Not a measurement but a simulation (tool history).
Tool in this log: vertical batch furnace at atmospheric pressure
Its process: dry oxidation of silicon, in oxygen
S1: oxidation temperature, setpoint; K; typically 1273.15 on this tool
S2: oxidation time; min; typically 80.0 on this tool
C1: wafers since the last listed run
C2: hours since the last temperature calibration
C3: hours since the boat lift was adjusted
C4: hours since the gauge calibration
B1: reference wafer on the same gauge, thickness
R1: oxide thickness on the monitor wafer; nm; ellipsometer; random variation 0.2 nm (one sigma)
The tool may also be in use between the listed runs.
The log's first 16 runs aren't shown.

run    hour       S1     S2    C1      C2      C3      C4     B1     R1
     1206.4  -- gauge calibrated
 17  1248.1  1273.15   80.0   477  1459.9   157.4    41.7  66.19  56.68
 18  1292.0  1273.15   80.0   446  1503.8   201.3    85.6  66.10  56.34
 19  1363.8  1250.15   48.5   729  1575.6   273.1   157.4  66.08  37.10
 20  1444.2  1251.15  103.0   817  1656.0   353.5   237.8  66.12  55.77
 21  1492.4  1273.15   80.0   489  1704.2   401.7   286.0  65.99  56.39
 22  1541.7  1259.15  103.5   501  1753.5   451.0   335.3  66.15  58.88
 23  1641.7  1292.15   48.5  1016  1853.5   551.0   435.3  66.00  49.40
 24  1716.9  1273.15   80.0   764  1928.7   626.2   510.5  66.03  56.38
 25  1755.7  1255.15  100.0   394  1967.5   665.0   549.3  66.08  56.15
 26  1818.0  1284.15   80.0   633  2029.8   727.3   611.6  66.08  61.52
 27  1876.1  1257.15   99.5   590  2087.9   785.4   669.7  66.15  56.68
     1930.6  -- thermocouples replaced and temperature profile calibrated
 28  1964.6  1273.15   80.0   655    34.0   873.9   758.2  66.05  56.20
 29  2063.1  1280.15  101.5  1000   132.5   972.4   856.7  66.05  68.03
 30  2105.8  1273.15   80.0   433   175.2  1015.1   899.4  66.07  55.93
 31  2202.0  1273.15   62.5   977   271.4  1111.3   995.6  66.12  48.65
 32  2307.1  1273.15   80.0  1068   376.5  1216.4  1100.7  66.18  56.08
 33  2378.8  1273.15   80.0   728   448.2  1288.1  1172.4  66.11  56.28
 34  2422.1  1273.15   80.0   440   491.5  1331.4  1215.7  66.12  55.83
 35  2490.7  1287.15   80.0   697   560.1  1400.0  1284.3  66.11  62.34
 36  2542.1  1257.15   91.5   522   611.5  1451.4  1335.7  66.14  53.58
 37  2579.0  1283.15   42.0   374   648.4  1488.3  1372.6  66.09  42.27

What if the next run were any one of these 3? Each begins from the tool's condition after run 37:
  A  2583.7  1273.15  112.0  47  653.1  1493.0  1377.3   ?   ?
  B  2583.7  1273.15  106.0  47  653.1  1493.0  1377.3   ?   ?
  C  2583.7  1297.15   66.5  47  653.1  1493.0  1377.3   ?   ?

run     B1     R1
  A  66.07  68.24
  B  66.07  65.96
  C  66.07  60.89
The same runs, with their run-to-run variation unchanged, on a tool lacking any hidden condition would have given:
run     R1
  A  69.71
  B  67.38
  C  62.15
